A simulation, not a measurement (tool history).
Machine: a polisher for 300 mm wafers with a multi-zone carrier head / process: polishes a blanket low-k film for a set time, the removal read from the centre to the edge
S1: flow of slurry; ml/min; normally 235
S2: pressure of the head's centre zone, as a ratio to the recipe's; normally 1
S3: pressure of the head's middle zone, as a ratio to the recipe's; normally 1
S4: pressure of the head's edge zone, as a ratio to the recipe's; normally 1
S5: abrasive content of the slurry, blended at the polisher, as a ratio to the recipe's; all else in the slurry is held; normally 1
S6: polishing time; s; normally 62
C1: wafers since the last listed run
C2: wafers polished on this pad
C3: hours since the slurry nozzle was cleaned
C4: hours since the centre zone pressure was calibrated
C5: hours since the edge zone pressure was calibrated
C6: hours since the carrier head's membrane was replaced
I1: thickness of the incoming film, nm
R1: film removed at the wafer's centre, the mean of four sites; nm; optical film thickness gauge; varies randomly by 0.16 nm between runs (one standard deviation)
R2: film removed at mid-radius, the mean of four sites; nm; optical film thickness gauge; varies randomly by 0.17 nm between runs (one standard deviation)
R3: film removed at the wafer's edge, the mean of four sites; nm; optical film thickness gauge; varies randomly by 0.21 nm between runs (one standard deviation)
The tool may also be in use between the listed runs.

| run | hour | S1 | S2 | S3 | S4 | S5 | S6 | C1 | C2 | C3 | C4 | C5 | C6 | I1 | R1 | R2 | R3 |
|---|---|---|---|---|---|---|---|---|---|---|---|---|---|---|---|---|---|
| 1 | 0 | 185 | 1.1 | 1 | 1 | 0.75 | 43 | 0 | 3782 | 223.4 | 360.9 | 161.9 | 405.8 | 639.2 | 17.1 | 15.2 | 15.3 |
|  | 15.2 | worn pad replaced by a new one |
| 2 | 58.9 | 195 | 1 | 1 | 1.08 | 1 | 71 | 536 | 426 | 282.3 | 419.8 | 220.8 | 464.7 | 640.1 | 28.7 | 28 | 29.3 |
| 3 | 112.7 | 235 | 1 | 1 | 1.07 | 0.9 | 62 | 525 | 952 | 336.1 | 473.6 | 274.6 | 518.5 | 627.5 | 24.6 | 24.1 | 25 |
|  | 158.4 | centre zone pressure recalibrated |
| 4 | 165.4 | 235 | 1 | 0.96 | 1 | 0.75 | 62 | 495 | 1447 | 388.8 | 7 | 327.3 | 571.2 | 633.4 | 23 | 21.3 | 22.3 |
| 5 | 206.2 | 235 | 1 | 1 | 1.07 | 0.9 | 62 | 398 | 1845 | 429.6 | 47.8 | 368.1 | 612 | 636.9 | 24.6 | 24.2 | 25 |
| 6 | 244.5 | 235 | 1 | 1 | 1 | 1 | 62 | 374 | 2219 | 467.9 | 86.1 | 406.4 | 650.3 | 616.5 | 25.9 | 24.9 | 25.1 |
| 7 | 289.7 | 235 | 1 | 1 | 1.08 | 1 | 62 | 441 | 2661 | 513.1 | 131.3 | 451.6 | 695.5 | 635.3 | 25.5 | 25.1 | 26.1 |
|  | 318.1 | slurry nozzle cleaned |
| 8 | 344.2 | 175 | 1.03 | 1 | 1.06 | 1.25 | 62 | 522 | 3183 | 26.1 | 185.8 | 506.1 | 750 | 630.2 | 27.8 | 26.7 | 27.1 |
| 9 | 404.1 | 290 | 1.11 | 0.96 | 1 | 1 | 49 | 584 | 3768 | 86 | 245.7 | 566 | 809.9 | 637.4 | 22.9 | 19.7 | 19.9 |
|  | 411.1 | worn pad replaced by a new one |
| 10 | 428.9 | 235 | 1 | 0.88 | 1 | 1.25 | 74 | 203 | 173 | 110.8 | 270.5 | 590.8 | 834.7 | 626.8 | 33.2 | 28.7 | 32.8 |
| 11 | 500.4 | 235 | 1 | 1.06 | 1 | 0.7 | 82 | 698 | 871 | 182.3 | 342 | 662.3 | 906.2 | 635.6 | 29.5 | 30.1 | 28.7 |
| 12 | 554.9 | 235 | 0.89 | 1 | 0.96 | 1 | 62 | 532 | 1403 | 236.8 | 396.5 | 716.8 | 960.7 | 629.3 | 22.7 | 25.2 | 24.4 |
|  | 599.1 | centre zone pressure recalibrated |
| 13 | 599.6 | 235 | 1 | 0.96 | 1 | 0.75 | 62 | 416 | 1820 | 281.5 | 0.5 | 761.5 | 1005.4 | 633.9 | 23 | 21.5 | 22.5 |
| 14 | 657.6 | 235 | 1 | 1.08 | 1 | 1 | 62 | 566 | 2387 | 339.5 | 58.5 | 819.5 | 1063.4 | 628.7 | 25.6 | 27 | 25.1 |
| 15 | 716.5 | 235 | 1 | 1 | 1.07 | 1 | 62 | 575 | 2962 | 398.4 | 117.4 | 878.4 | 1122.3 | 635 | 25.6 | 24.8 | 25.7 |
| 16 | 749.8 | 235 | 1 | 1 | 1 | 1 | 62 | 325 | 3287 | 431.7 | 150.7 | 911.7 | 1155.6 | 635 | 25.6 | 25 | 24.9 |
| 17 | 802.6 | 235 | 1 | 1 | 1.03 | 1 | 62 | 515 | 3803 | 484.5 | 203.5 | 964.5 | 1208.4 | 630.2 | 25.6 | 24.9 | 25.6 |
|  | 813.1 | edge zone pressure recalibrated |
|  | 845.1 | worn pad replaced by a new one |
| 18 | 904.6 | 235 | 1 | 1 | 1 | 1 | 62 | 937 | 580 | 586.5 | 305.5 | 91.5 | 1310.4 | 630.2 | 26 | 24.8 | 25.1 |
|  | 940.1 | slurry nozzle cleaned |
| 19 | 951.8 | 235 | 1 | 1 | 1 | 1.15 | 68 | 451 | 1032 | 11.7 | 352.7 | 138.7 | 1357.6 | 635.2 | 29.7 | 28.9 | 28.8 |
| 20 | 990.4 | 235 | 1 | 1 | 1 | 1 | 62 | 376 | 1408 | 50.3 | 391.3 | 177.3 | 1396.2 | 628.9 | 25.6 | 25 | 24.9 |
|  | 1022 | centre zone pressure recalibrated |
| 21 | 1022.5 | 310 | 1 | 1.05 | 1.1 | 1.2 | 62 | 293 | 1702 | 82.4 | 0.5 | 209.4 | 1428.3 | 637 | 28.3 | 28.7 | 27.9 |

Alternative continuations, all from the tool just after run 21; predict every row:
| A | 1022.9 | 235 | 1 | 0.95 | 1 | 1 | 62 | 3 | 1706 | 82.8 | 0.9 | 209.8 | 1428.7 | 636 | ? | ? | ? |
| B | 1022.9 | 235 | 0.96 | 0.92 | 1.06 | 1 | 62 | 3 | 1706 | 82.8 | 0.9 | 209.8 | 1428.7 | 636 | ? | ? | ? |
| C | 1022.9 | 285 | 1 | 1.06 | 1.04 | 1 | 49 | 3 | 1706 | 82.8 | 0.9 | 209.8 | 1428.7 | 636 | ? | ? | ? |
| D | 1022.9 | 235 | 1.06 | 0.89 | 1 | 1 | 73 | 3 | 1706 | 82.8 | 0.9 | 209.8 | 1428.7 | 636 | ? | ? | ? |
| E | 1022.9 | 235 | 1 | 1 | 1 | 1 | 75 | 3 | 1706 | 82.8 | 0.9 | 209.8 | 1428.7 | 636 | ? | ? | ? |

| run | R1 | R2 | R3 |
|---|---|---|---|
| A | 25.8 | 23.9 | 24.8 |
| B | 24.8 | 23.3 | 25.5 |
| C | 20.8 | 21.1 | 20.1 |
| D | 32.2 | 26.7 | 29.2 |
| E | 31.2 | 30.2 | 29.9 |
With no hidden state in the tool, these same runs would have given:
| run | R1 | R2 | R3 |
|---|---|---|---|
| A | 25.8 | 23.9 | 24.8 |
| B | 24.8 | 23.3 | 25.5 |
| C | 20.8 | 21.1 | 20.1 |
| D | 32.2 | 26.7 | 29.2 |
| E | 31.2 | 30.2 | 29.9 |
